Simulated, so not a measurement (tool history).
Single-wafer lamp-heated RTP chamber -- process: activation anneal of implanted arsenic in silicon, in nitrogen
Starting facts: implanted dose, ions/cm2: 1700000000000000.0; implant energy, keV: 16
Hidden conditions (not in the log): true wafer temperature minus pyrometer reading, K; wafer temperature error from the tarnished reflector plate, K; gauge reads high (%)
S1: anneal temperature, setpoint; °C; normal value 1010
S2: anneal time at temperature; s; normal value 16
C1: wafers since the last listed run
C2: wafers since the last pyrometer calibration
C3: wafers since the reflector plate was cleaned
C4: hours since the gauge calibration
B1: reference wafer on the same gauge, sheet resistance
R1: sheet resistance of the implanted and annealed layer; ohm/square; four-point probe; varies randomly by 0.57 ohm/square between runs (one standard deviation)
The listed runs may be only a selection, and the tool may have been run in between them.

run,hour,S1,S2,C1,C2,C3,C4,B1,R1
1,0.0,1010,16,0,4444,1076,741.7,124.94,118.35
2,30.1,1010,16,517,4962,1594,771.8,124.95,116.58
# hour 57.1: pyrometer window cleaned and pyrometer calibrated
3,88.8,1010,16,872,545,2466,830.5,124.75,121.13
4,135.9,1010,16,810,1356,3277,877.6,124.82,119.39
5,189.6,1010,16,924,2280,4201,931.3,124.90,118.54
6,218.4,1010,16,495,2775,4696,960.1,124.97,117.91
7,283.5,1010,16,1120,3895,5817,1025.2,124.91,115.50
8,352.3,997,16,1183,5079,7000,1094.0,125.35,121.58
# hour 367.1: pyrometer window cleaned and pyrometer calibrated
9,405.7,997,16,781,664,7782,1147.4,124.86,126.21
10,439.4,997,16,579,1243,8362,1181.1,125.09,124.86
# hour 473.8: reflector plate cleaned
11,474.3,1010,9,462,1706,9,1216.0,124.74,132.25
12,539.4,1010,16,1120,2826,1129,1281.1,124.93,118.38
# hour 564.4: gauge calibrated
13,608.1,997,16,1182,4009,2311,43.7,124.98,125.50
14,643.4,989,19,607,4616,2919,79.0,125.16,124.52
# hour 658.8: pyrometer window cleaned and pyrometer calibrated
15,699.4,984,24,825,699,3745,135.0,125.02,127.11
16,737.1,983,20,648,1347,4393,172.7,124.88,130.71
17,784.6,987,21,817,2165,5211,220.2,124.81,125.47
18,835.9,1010,16,882,3047,6093,271.5,125.15,116.66
19,900.4,990,21,1109,4157,7203,336.0,125.10,120.12
# hour 940.1: reflector plate cleaned
20,960.8,994,22,901,5059,356,396.4,125.02,120.26
# hour 970.1: pyrometer window cleaned and pyrometer calibrated
21,988.0,1024,9,330,307,687,423.6,125.25,125.33
22,1049.0,1029,13,1049,1357,1736,484.6,125.06,114.28
23,1092.9,992,10,755,2113,2492,528.5,125.05,139.60
24,1122.0,1001,16,500,2613,2993,557.6,125.25,124.24
25,1192.5,989,16,1213,3826,4206,628.1,125.12,130.06

Below are 5 alternative next runs, each starting from the tool's condition after run 25. Predict each:
A,1192.9,981,16,6,3833,4213,628.5,?,?
B,1192.9,990,24,6,3833,4213,628.5,?,?
C,1192.9,996,22,6,3833,4213,628.5,?,?
D,1192.9,1027,12,6,3833,4213,628.5,?,?
E,1192.9,1002,16,6,3833,4213,628.5,?,?

run,B1,R1
A,124.92,134.03
B,124.92,119.75
C,124.92,117.75
D,124.92,112.35
E,124.92,120.65
Without the tool's unlogged condition, the same runs would have read:
run,R1
A,141.40
B,127.33
C,125.13
D,118.55
E,127.79

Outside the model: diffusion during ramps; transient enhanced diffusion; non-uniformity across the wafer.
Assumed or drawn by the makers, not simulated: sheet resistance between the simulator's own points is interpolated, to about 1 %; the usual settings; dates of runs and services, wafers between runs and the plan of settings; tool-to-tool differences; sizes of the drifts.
